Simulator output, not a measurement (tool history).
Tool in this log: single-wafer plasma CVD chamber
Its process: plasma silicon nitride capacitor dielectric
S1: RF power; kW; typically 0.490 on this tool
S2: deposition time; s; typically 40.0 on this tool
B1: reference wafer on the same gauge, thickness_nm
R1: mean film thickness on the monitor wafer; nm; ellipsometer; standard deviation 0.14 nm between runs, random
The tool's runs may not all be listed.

| run | day | S1 | S2 | B1 | R1 |
|---|---|---|---|---|---|
| 1 | 0.000 | 0.490 | 40.0 | 57.698 | 57.502 |
| 2 | 1.908 | 0.490 | 40.0 | 57.688 | 57.110 |
| 3 | 3.100 | 0.490 | 40.0 | 57.690 | 56.980 |
| 4 | 5.833 | 0.420 | 35.4 | 57.710 | 48.686 |
| 5 | 8.312 | 0.490 | 40.0 | 57.712 | 56.933 |
| 6 | 10.592 | 0.490 | 40.0 | 57.707 | 56.913 |
| 7 | 12.558 | 0.445 | 46.4 | 57.686 | 64.532 |
|  | 14.354 | RF generator calibrated |
| 8 | 14.438 | 0.445 | 46.4 | 57.687 | 65.835 |
| 9 | 15.621 | 0.490 | 42.2 | 57.703 | 61.357 |
| 10 | 18.438 | 0.490 | 42.2 | 57.691 | 61.189 |
| 11 | 20.188 | 0.490 | 42.2 | 57.706 | 61.372 |
| 12 | 21.742 | 0.490 | 40.0 | 57.689 | 58.145 |
| 13 | 24.267 | 0.490 | 34.3 | 57.699 | 49.886 |
| 14 | 26.796 | 0.465 | 45.2 | 57.717 | 64.957 |
| 15 | 29.762 | 0.525 | 37.1 | 57.687 | 54.800 |
|  | 30.338 | gauge calibrated |
|  | 31.746 | showerhead replaced |
| 16 | 32.196 | 0.490 | 32.1 | 57.687 | 46.653 |
| 17 | 34.333 | 0.585 | 37.1 | 57.703 | 55.989 |
| 18 | 35.729 | 0.570 | 33.2 | 57.707 | 49.794 |
| 19 | 36.908 | 0.445 | 43.7 | 57.687 | 62.176 |
| 20 | 38.508 | 0.535 | 43.0 | 57.696 | 63.659 |
| 21 | 40.588 | 0.425 | 46.5 | 57.708 | 65.390 |
| 22 | 42.879 | 0.545 | 34.8 | 57.715 | 51.893 |
| 23 | 45.479 | 0.490 | 40.0 | 57.697 | 57.752 |

Selected run-to-run steps in R1, each split into two signed amounts: the part the tool would show with no hidden state at all (from settings, incoming material and random variation), and the remainder, which goes to the hidden state together with any gauge scatter not common to the measured and the hidden-state-free results:
Hidden state present: delivered RF power above the setpoint (%); gauge reads high (%).
Run 6 -> 7: S1 0.490 -> 0.445, S2 40.0 -> 46.4. R1 +7.619 nm: hidden state -0.243, all else +7.862.
Run 7 -> 8: RF generator calibrated. R1 +1.303 nm: hidden state +1.422, all else -0.119.
Run 13 -> 14: S1 0.490 -> 0.465, S2 34.3 -> 45.2. R1 +15.071 nm: hidden state -0.034, all else +15.105.
Run 21 -> 22: S1 0.425 -> 0.545, S2 46.5 -> 34.8. R1 -13.497 nm: hidden state +0.025, all else -13.522.
